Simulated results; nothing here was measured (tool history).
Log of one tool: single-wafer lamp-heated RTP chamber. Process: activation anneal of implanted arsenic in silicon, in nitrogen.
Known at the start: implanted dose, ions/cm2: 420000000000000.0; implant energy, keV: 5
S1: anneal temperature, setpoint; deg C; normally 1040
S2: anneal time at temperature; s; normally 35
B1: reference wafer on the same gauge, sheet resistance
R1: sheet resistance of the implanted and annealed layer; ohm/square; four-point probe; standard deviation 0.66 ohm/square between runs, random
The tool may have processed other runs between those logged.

| run | day | S1 | S2 | B1 | R1 |
|---|---|---|---|---|---|
| 1 | 0 | 1059 | 35 | 234.98 | 217.03 |
| 2 | 2.579 | 1059 | 35 | 235.4 | 216.59 |
|  | 3.733 | reflector plate cleaned |
| 3 | 5.792 | 1059 | 35 | 235.02 | 218.36 |
| 4 | 7.508 | 1028 | 25 | 235.08 | 236 |
| 5 | 11.029 | 1028 | 25 | 234.79 | 234.82 |
| 6 | 12.838 | 1040 | 35 | 235.09 | 221.91 |
| 7 | 16.292 | 1040 | 40 | 235.05 | 217.92 |
|  | 18.65 | pyrometer window cleaned and pyrometer calibrated |
|  | 19.246 | reflector plate cleaned |
| 8 | 19.567 | 1040 | 35 | 235.05 | 226.99 |
| 9 | 21.288 | 1040 | 35 | 234.92 | 226.29 |
|  | 23.654 | gauge calibrated |
| 10 | 24.096 | 1040 | 35 | 235.35 | 225.01 |
| 11 | 28.275 | 1040 | 35 | 234.9 | 223.84 |
| 12 | 31.288 | 1024 | 44 | 235.28 | 224.33 |
|  | 33.208 | reflector plate cleaned |
| 13 | 34.771 | 1063 | 27 | 235.14 | 218.19 |
|  | 37.171 | pyrometer window cleaned and pyrometer calibrated |
| 14 | 37.192 | 1040 | 29 | 234.61 | 229.17 |
| 15 | 39.117 | 1028 | 25 | 234.92 | 235.42 |
| 16 | 40.892 | 1013 | 35 | 234.99 | 234.9 |

The next listed run, before its measurement:
| 17 | 43.788 | 1010 | 51 | ? | ? |

B1: 234.95
R1: 228.94 ohm/square
Without the tool's hidden state the same run would have given R1 233.34 ohm/square.
